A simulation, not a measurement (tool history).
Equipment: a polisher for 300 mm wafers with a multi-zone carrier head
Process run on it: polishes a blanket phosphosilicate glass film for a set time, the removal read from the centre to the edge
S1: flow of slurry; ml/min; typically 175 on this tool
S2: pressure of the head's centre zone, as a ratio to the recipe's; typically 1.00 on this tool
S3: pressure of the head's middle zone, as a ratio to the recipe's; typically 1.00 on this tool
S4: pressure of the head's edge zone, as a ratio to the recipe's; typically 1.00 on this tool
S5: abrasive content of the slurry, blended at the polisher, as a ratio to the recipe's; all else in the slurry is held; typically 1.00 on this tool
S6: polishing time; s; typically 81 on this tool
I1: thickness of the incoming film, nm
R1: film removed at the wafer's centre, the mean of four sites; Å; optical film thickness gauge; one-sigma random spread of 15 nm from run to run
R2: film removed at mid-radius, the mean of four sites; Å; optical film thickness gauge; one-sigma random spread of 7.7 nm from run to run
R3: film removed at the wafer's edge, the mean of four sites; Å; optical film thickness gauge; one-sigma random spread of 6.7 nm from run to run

Run 1, hour 0.0: usual settings but S2 1.11, S3 1.06, S4 1.07, S5 1.30; I1 4006.3. Result: R1 13717 Å, R2 12601 Å, R3 12490 Å.
At hour 36.1: worn pad replaced by a new one.
Run 2, hour 48.9: usual settings; I1 4026.7. Result: R1 10420 Å, R2 10576 Å, R3 10703 Å.
Run 3, hour 65.3: usual settings but S1 215 ml/min, S2 1.10; I1 3970.7. Result: R1 12124 Å, R2 10814 Å, R3 11035 Å.
Run 4, hour 78.6: usual settings; I1 4058.3. Result: R1 10670 Å, R2 10344 Å, R3 10656 Å.
Run 5, hour 90.6: usual settings but S5 1.10, S6 66 s; I1 4092.1. Result: R1 8905 Å, R2 8951 Å, R3 9045 Å.
Run 6, hour 105.4: usual settings but S1 230 ml/min, S4 0.88; I1 4005.4. Result: R1 11084 Å, R2 11001 Å, R3 10572 Å.
Run 7, hour 118.6: usual settings but S4 1.05, S6 66 s; I1 4129.8. Result: R1 8373 Å, R2 8399 Å, R3 8770 Å.
Run 8, hour 128.2: usual settings but S1 220 ml/min; I1 3982.1. Result: R1 10925 Å, R2 10724 Å, R3 10824 Å.
Run 9, hour 135.2: usual settings but S2 1.10; I1 3999.8. Result: R1 11495 Å, R2 10331 Å, R3 10411 Å.
At hour 150.7: carrier head's membrane replaced by a new one.
At hour 154.3: worn pad replaced by a new one.
Run 10, hour 154.8: usual settings; I1 3972.4. Result: R1 10503 Å, R2 10128 Å, R3 10599 Å.
Run 11, hour 161.0: usual settings; I1 4028.5. Result: R1 10277 Å, R2 10210 Å, R3 10490 Å.
Run 12, hour 168.2: usual settings but S1 150 ml/min, S4 1.09; I1 3993.1. Result: R1 9906 Å, R2 9778 Å, R3 10415 Å.
Run 13, hour 184.0: usual settings but S1 125 ml/min, S2 1.10; I1 3962.9. Result: R1 10159 Å, R2 9196 Å, R3 9755 Å.
Run 14, hour 191.8: usual settings but S1 200 ml/min, S2 1.08, S3 1.07; I1 4007.0. Result: R1 11424 Å, R2 10963 Å, R3 10716 Å.
Run 15, hour 208.9: usual settings but S1 220 ml/min, S3 0.96, S4 1.05; I1 3995.8. Result: R1 10834 Å, R2 10211 Å, R3 10991 Å.
Run 16, hour 224.6: usual settings; I1 4106.3. Result: R1 10151 Å, R2 9992 Å, R3 10341 Å.
Run 17, hour 239.2: usual settings but S5 0.70; I1 4014.7. Result: R1 8222 Å, R2 8121 Å, R3 8467 Å.
Run 18, hour 250.4: usual settings but S5 0.75, S6 104 s; I1 4106.1. Result: R1 10912 Å, R2 10958 Å, R3 11163 Å.
Run 19, hour 262.8: usual settings but S2 0.88, S4 0.89, S5 1.15; I1 3958.0. Result: R1 9343 Å, R2 10624 Å, R3 10693 Å.
Run 20, hour 278.9: usual settings; I1 4076.4. Result: R1 10069 Å, R2 9997 Å, R3 10339 Å.

For run 21, what comes out?
At hour 288.6: worn pad replaced by a new one.
Run 21, hour 291.5: usual settings; I1 4010.3. Result: R1 ?, R2 ?, R3 ?.

R1: 9883 Å
R2: 9840 Å
R3: 10321 Å
With no hidden state in the tool, this same run would have given R1 10957 Å, R2 10775 Å, R3 11009 Å.
